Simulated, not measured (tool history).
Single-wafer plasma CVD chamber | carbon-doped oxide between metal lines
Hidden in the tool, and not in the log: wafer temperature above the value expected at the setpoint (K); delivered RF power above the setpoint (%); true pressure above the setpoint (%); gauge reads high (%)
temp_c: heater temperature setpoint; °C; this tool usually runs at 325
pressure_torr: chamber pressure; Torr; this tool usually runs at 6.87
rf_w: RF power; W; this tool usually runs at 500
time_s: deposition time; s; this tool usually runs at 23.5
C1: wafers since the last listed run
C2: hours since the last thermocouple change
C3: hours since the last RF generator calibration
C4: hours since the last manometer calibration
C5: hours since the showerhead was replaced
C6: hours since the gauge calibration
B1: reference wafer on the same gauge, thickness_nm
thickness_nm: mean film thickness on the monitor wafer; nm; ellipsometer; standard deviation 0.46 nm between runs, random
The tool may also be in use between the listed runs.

Run 1, hour 0: usual settings but time_s 20.2 s; C1 0; C2 1527.3; C3 762.8; C4 212.4; C5 5896.1; C6 1502; B1 139.955. Result: thickness_nm 108.638 nm.
Run 2, hour 37.2: usual settings; C1 753; C2 1564.5; C3 800; C4 249.6; C5 5933.3; C6 1539.2; B1 140.066. Result: thickness_nm 125.702 nm.
Run 3, hour 142.6: usual settings; C1 2134; C2 1669.9; C3 905.4; C4 355; C5 6038.7; C6 1644.6; B1 139.971. Result: thickness_nm 125.668 nm.
At hour 192.4: RF generator calibrated.
Run 4, hour 192.9: usual settings; C1 856; C2 1720.2; C3 0.5; C4 405.3; C5 6089; C6 1694.9; B1 139.901. Result: thickness_nm 131.844 nm.
Run 5, hour 287.3: usual settings but temp_c 336 °C, pressure_torr 7.37 Torr; C1 1911; C2 1814.6; C3 94.9; C4 499.7; C5 6183.4; C6 1789.3; B1 139.991. Result: thickness_nm 127.646 nm.
Run 6, hour 370.5: usual settings but temp_c 319 °C; C1 1684; C2 1897.8; C3 178.1; C4 582.9; C5 6266.6; C6 1872.5; B1 139.841. Result: thickness_nm 131.743 nm.
Run 7, hour 434.5: usual settings but temp_c 319 °C; C1 1296; C2 1961.8; C3 242.1; C4 646.9; C5 6330.6; C6 1936.5; B1 139.914. Result: thickness_nm 131.984 nm.
Run 8, hour 495.5: usual settings but temp_c 319 °C; C1 1235; C2 2022.8; C3 303.1; C4 707.9; C5 6391.6; C6 1997.5; B1 139.906. Result: thickness_nm 130.7 nm.
Run 9, hour 555.1: usual settings but pressure_torr 6.33 Torr; C1 1207; C2 2082.4; C3 362.7; C4 767.5; C5 6451.2; C6 2057.1; B1 140.082. Result: thickness_nm 127.263 nm.
At hour 613: thermocouple changed; heater temperature recalibrated.
Run 10, hour 736.9: usual settings but pressure_torr 6.33 Torr; C1 3519; C2 123.9; C3 544.5; C4 949.3; C5 6633; C6 2238.9; B1 139.942. Result: thickness_nm 128.703 nm.
At hour 787.8: gauge calibrated.
At hour 788.6: capacitance manometer re-zeroed and calibrated.
Run 11, hour 789.1: usual settings but pressure_torr 5.23 Torr, rf_w 555 W, time_s 20.2 s; C1 895; C2 176.1; C3 596.7; C4 0.5; C5 6685.2; C6 1.3; B1 139.873. Result: thickness_nm 117.622 nm.
Run 12, hour 990.9: usual settings; C1 4086; C2 377.9; C3 798.5; C4 202.3; C5 6887; C6 203.1; B1 140.002. Result: thickness_nm 127.272 nm.
Run 13, hour 1057: usual settings but temp_c 331 °C, rf_w 545 W, time_s 19 s; C1 1338; C2 444; C3 864.6; C4 268.4; C5 6953.1; C6 269.2; B1 139.92. Result: thickness_nm 109.253 nm.
At hour 1113.2: RF generator calibrated.
Run 14, hour 1147.1: usual settings but temp_c 338 °C; C1 1662; C2 534.1; C3 33.9; C4 358.5; C5 7043.2; C6 359.3; B1 139.967. Result: thickness_nm 127.457 nm.
Run 15, hour 1207: usual settings but temp_c 336 °C; C1 1213; C2 594; C3 93.8; C4 418.4; C5 7103.1; C6 419.2; B1 139.947. Result: thickness_nm 126.865 nm.
Run 16, hour 1257.4: usual settings but pressure_torr 6.38 Torr; C1 1020; C2 644.4; C3 144.2; C4 468.8; C5 7153.5; C6 469.6; B1 140.004. Result: thickness_nm 130.338 nm.
At hour 1316.4: showerhead replaced.
Run 17, hour 1348.8: usual settings but rf_w 570 W, time_s 27.1 s; C1 1688; C2 735.8; C3 235.6; C4 560.2; C5 32.4; C6 561; B1 140.089. Result: thickness_nm 166.164 nm.
Run 18, hour 1451.5: usual settings but rf_w 400 W; C1 2079; C2 838.5; C3 338.3; C4 662.9; C5 135.1; C6 663.7; B1 139.994. Result: thickness_nm 103.387 nm.
Run 19, hour 1522.8: usual settings but pressure_torr 6.09 Torr; C1 1443; C2 909.8; C3 409.6; C4 734.2; C5 206.4; C6 735; B1 139.962. Result: thickness_nm 126.991 nm.
Run 20, hour 1583.1: usual settings; C1 1221; C2 970.1; C3 469.9; C4 794.5; C5 266.7; C6 795.3; B1 139.987. Result: thickness_nm 127.18 nm.
Run 21, hour 1631.3: usual settings but rf_w 410 W, time_s 18.9 s; C1 976; C2 1018.3; C3 518.1; C4 842.7; C5 314.9; C6 843.5; B1 140.016. Result: thickness_nm 84.47 nm.
Run 22, hour 1685.5: usual settings but rf_w 575 W; C1 1097; C2 1072.5; C3 572.3; C4 896.9; C5 369.1; C6 897.7; B1 139.93. Result: thickness_nm 142.262 nm.
Run 23, hour 1743.6: usual settings but time_s 26.6 s; C1 1176; C2 1130.6; C3 630.4; C4 955; C5 427.2; C6 955.8; B1 139.936. Result: thickness_nm 143.692 nm.
Run 24, hour 1805.7: usual settings; C1 1257; C2 1192.7; C3 692.5; C4 1017.1; C5 489.3; C6 1017.9; B1 140.062. Result: thickness_nm 126.507 nm.
Run 25, hour 1852.6: usual settings but pressure_torr 7.45 Torr, rf_w 590 W, time_s 20.8 s; C1 949; C2 1239.6; C3 739.4; C4 1064; C5 536.2; C6 1064.8; B1 139.975. Result: thickness_nm 128.69 nm.
Run 26, hour 1943.2: usual settings but temp_c 319 °C, pressure_torr 7.36 Torr, rf_w 540 W, time_s 19 s; C1 1834; C2 1330.2; C3 830; C4 1154.6; C5 626.8; C6 1155.4; B1 139.969. Result: thickness_nm 112.367 nm.
At hour 2012: capacitance manometer re-zeroed and calibrated.
Run 27, hour 2027.2: usual settings but temp_c 317 °C, pressure_torr 6.21 Torr; C1 1539; C2 1414.2; C3 914; C4 15.2; C5 710.8; C6 1239.4; B1 140.023. Result: thickness_nm 128.303 nm.

Branching from run 27: 5 alternative next runs. What would each branch give?
Run A, hour 2027.6: usual settings but rf_w 430 W; C1 8; C2 1414.6; C3 914.4; C4 15.6; C5 711.2; C6 1239.8; B1 ?. Result: thickness_nm ?.
Run B, hour 2027.6: usual settings but pressure_torr 8.27 Torr; C1 8; C2 1414.6; C3 914.4; C4 15.6; C5 711.2; C6 1239.8; B1 ?. Result: thickness_nm ?.
Run C, hour 2027.6: usual settings but pressure_torr 6.1 Torr, rf_w 460 W, time_s 28.2 s; C1 8; C2 1414.6; C3 914.4; C4 15.6; C5 711.2; C6 1239.8; B1 ?. Result: thickness_nm ?.
Run D, hour 2027.6: usual settings but pressure_torr 5.2 Torr; C1 8; C2 1414.6; C3 914.4; C4 15.6; C5 711.2; C6 1239.8; B1 ?. Result: thickness_nm ?.
Run E, hour 2027.6: usual settings but rf_w 545 W, time_s 20.3 s; C1 8; C2 1414.6; C3 914.4; C4 15.6; C5 711.2; C6 1239.8; B1 ?. Result: thickness_nm ?.

run       B1  thickness_nm
  A  140.016       108.863
  B  140.016       127.465
  C  140.016       138.267
  D  140.016        123.29
  E  140.016       117.248
What these runs would have given with no unlogged condition in the tool:
run  thickness_nm
  A       117.072
  B       136.026
  C       148.642
  D        131.57
  E       124.978

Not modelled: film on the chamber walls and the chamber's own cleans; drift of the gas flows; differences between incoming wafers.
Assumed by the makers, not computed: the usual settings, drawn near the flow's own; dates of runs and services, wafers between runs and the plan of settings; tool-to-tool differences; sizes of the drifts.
